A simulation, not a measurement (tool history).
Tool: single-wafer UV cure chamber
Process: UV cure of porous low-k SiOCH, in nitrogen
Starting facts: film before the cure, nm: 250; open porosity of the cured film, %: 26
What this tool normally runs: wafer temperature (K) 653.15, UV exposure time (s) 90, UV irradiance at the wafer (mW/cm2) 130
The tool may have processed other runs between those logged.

| run | day | wafer temperature (K) | UV exposure time (s) | UV irradiance at the wafer (mW/cm2) | loss of film thickness in the cure (%) |
|---|---|---|---|---|---|
| 1 | 0.000 | 662.15 | 90 | 130 | 9.055 |
| 2 | 0.733 | 662.15 | 90 | 130 | 8.765 |
| 3 | 1.367 | 653.15 | 75 | 153 | 8.498 |
| 4 | 1.688 | 653.15 | 75 | 153 | 8.484 |
| 5 | 2.333 | 653.15 | 75 | 153 | 8.574 |
| 6 | 2.879 | 653.15 | 90 | 130 | 8.456 |
| 7 | 3.446 | 653.15 | 90 | 130 | 8.410 |
| 8 | 3.704 | 653.15 | 90 | 130 | 8.402 |
| 9 | 4.296 | 653.15 | 90 | 130 | 8.352 |
| 10 | 4.833 | 653.15 | 90 | 130 | 8.096 |
| 11 | 5.425 | 653.15 | 90 | 130 | 8.139 |
| 12 | 6.062 | 653.15 | 110 | 130 | 9.070 |
| 13 | 6.550 | 653.15 | 90 | 98 | 6.873 |
| 14 | 6.808 | 653.15 | 90 | 98 | 6.639 |
| 15 | 7.488 | 653.15 | 90 | 98 | 6.707 |
| 16 | 8.025 | 653.15 | 90 | 130 | 7.747 |
| 17 | 8.438 | 653.15 | 90 | 130 | 7.839 |
| 18 | 8.892 | 653.15 | 90 | 130 | 7.725 |
| 19 | 9.612 | 653.15 | 65 | 130 | 6.177 |
| 20 | 10.879 | 671.15 | 90 | 130 | 7.716 |
| 21 | 11.438 | 653.15 | 90 | 130 | 7.475 |
| 22 | 11.812 | 653.15 | 90 | 130 | 7.345 |
| 23 | 12.071 | 653.15 | 90 | 92 | 5.798 |
|  | 12.692 | quartz window cleaned |
| 24 | 12.712 | 653.15 | 130 | 130 | 10.053 |
| 25 | 13.442 | 639.15 | 125 | 92 | 7.743 |
|  | 14.292 | UV bulbs replaced |
| 26 | 14.312 | 653.15 | 90 | 130 | 10.140 |
| 27 | 14.562 | 653.15 | 90 | 130 | 10.177 |

What does the tool deliver on the next run?
| 28 | 15.250 | 653.15 | 90 | 130 | ? |

For run 28 the tool returned loss of film thickness in the cure (%) 9.904.
If the tool had no hidden condition, the same run with the same run-to-run variation would have returned loss of film thickness in the cure (%) 10.323.
